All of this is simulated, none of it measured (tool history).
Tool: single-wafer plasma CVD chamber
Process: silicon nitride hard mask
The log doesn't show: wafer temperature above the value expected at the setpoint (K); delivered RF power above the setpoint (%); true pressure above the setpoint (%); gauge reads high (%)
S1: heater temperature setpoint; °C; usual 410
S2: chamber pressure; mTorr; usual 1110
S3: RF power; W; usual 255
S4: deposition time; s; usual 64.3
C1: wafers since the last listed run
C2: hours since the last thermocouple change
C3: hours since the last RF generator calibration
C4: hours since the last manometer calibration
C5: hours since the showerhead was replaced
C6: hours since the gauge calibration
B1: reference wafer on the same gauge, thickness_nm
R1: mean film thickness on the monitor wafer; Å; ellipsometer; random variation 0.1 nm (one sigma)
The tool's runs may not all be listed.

run,hour,S1,S2,S3,S4,C1,C2,C3,C4,C5,C6,B1,R1
1,0.0,410,1110,255,69.0,0,1290.4,1436.9,1473.3,4838.0,409.8,66.790,650.09
2,15.9,410,1110,255,66.9,282,1306.3,1452.8,1489.2,4853.9,425.7,66.778,629.65
3,32.1,410,1110,255,66.9,287,1322.5,1469.0,1505.4,4870.1,441.9,66.795,625.49
4,38.5,410,1110,255,57.8,113,1328.9,1475.4,1511.8,4876.5,448.3,66.790,541.66
5,54.4,410,1110,255,57.8,282,1344.8,1491.3,1527.7,4892.4,464.2,66.809,542.39
6,60.6,410,1110,255,59.8,110,1351.0,1497.5,1533.9,4898.6,470.4,66.787,562.18
7,74.0,410,1110,255,59.8,238,1364.4,1510.9,1547.3,4912.0,483.8,66.803,560.39
8,83.2,410,1110,255,64.3,163,1373.6,1520.1,1556.5,4921.2,493.0,66.810,602.13
9,91.0,410,1110,255,64.3,138,1381.4,1527.9,1564.3,4929.0,500.8,66.798,601.31
# hour 103.7: gauge calibrated
10,108.1,410,1110,255,64.3,303,1398.5,1545.0,1581.4,4946.1,4.4,66.793,601.53
11,118.9,410,1110,255,74.2,191,1409.3,1555.8,1592.2,4956.9,15.2,66.804,693.22
12,126.0,410,1110,255,74.2,126,1416.4,1562.9,1599.3,4964.0,22.3,66.808,695.12
# hour 134.2: RF generator calibrated
13,148.0,410,1110,255,64.3,248,1438.4,13.8,1621.3,4986.0,44.3,66.779,618.11
14,163.5,402,1110,255,64.3,275,1453.9,29.3,1636.8,5001.5,59.8,66.808,620.34
# hour 174.2: capacitance manometer re-zeroed and calibrated
15,208.6,410,1220,275,64.3,659,1499.0,74.4,34.4,5046.6,104.9,66.819,705.04
16,229.9,410,1110,255,64.3,378,1520.3,95.7,55.7,5067.9,126.2,66.773,639.62
# hour 240.2: showerhead replaced
17,242.4,421,1110,305,64.3,79,1532.8,108.2,68.2,2.2,138.7,66.793,737.22
18,260.2,406,1110,215,69.3,316,1550.6,126.0,86.0,20.0,156.5,66.808,586.52
# hour 276.1: thermocouple changed; heater temperature recalibrated
19,276.6,410,1110,255,64.3,149,0.5,142.4,102.4,36.4,172.9,66.786,637.03
20,285.6,404,1200,205,64.3,159,9.5,151.4,111.4,45.4,181.9,66.793,534.68
21,293.0,410,1110,255,64.3,131,16.9,158.8,118.8,52.8,189.3,66.794,638.32
22,303.1,420,1390,255,59.2,179,27.0,168.9,128.9,62.9,199.4,66.786,630.35
23,319.9,417,1290,215,64.3,298,43.8,185.7,145.7,79.7,216.2,66.793,569.44
24,328.8,397,970,270,72.1,158,52.7,194.6,154.6,88.6,225.1,66.801,714.27
25,372.1,418,1030,240,60.7,769,96.0,237.9,197.9,131.9,268.4,66.800,550.11
26,378.1,410,1110,255,64.3,106,102.0,243.9,203.9,137.9,274.4,66.789,633.72
27,388.7,410,930,255,64.3,188,112.6,254.5,214.5,148.5,285.0,66.795,591.97
28,395.1,417,1260,225,57.0,113,119.0,260.9,220.9,154.9,291.4,66.793,522.87

Forecast each of these 5 alternatives for the next run:
A,395.5,410,1110,255,64.3,7,119.4,261.3,221.3,155.3,291.8,?,?
B,395.5,400,1240,300,58.7,7,119.4,261.3,221.3,155.3,291.8,?,?
C,395.5,410,1220,240,64.3,7,119.4,261.3,221.3,155.3,291.8,?,?
D,395.5,420,1040,255,51.9,7,119.4,261.3,221.3,155.3,291.8,?,?
E,395.5,410,1110,255,75.6,7,119.4,261.3,221.3,155.3,291.8,?,?

run,B1,R1
A,66.820,632.96
B,66.820,691.01
C,66.820,620.35
D,66.820,497.04
E,66.820,744.02
Without the tool's hidden state the same runs would have given:
run,R1
A,638.96
B,697.07
C,625.83
D,501.75
E,751.07
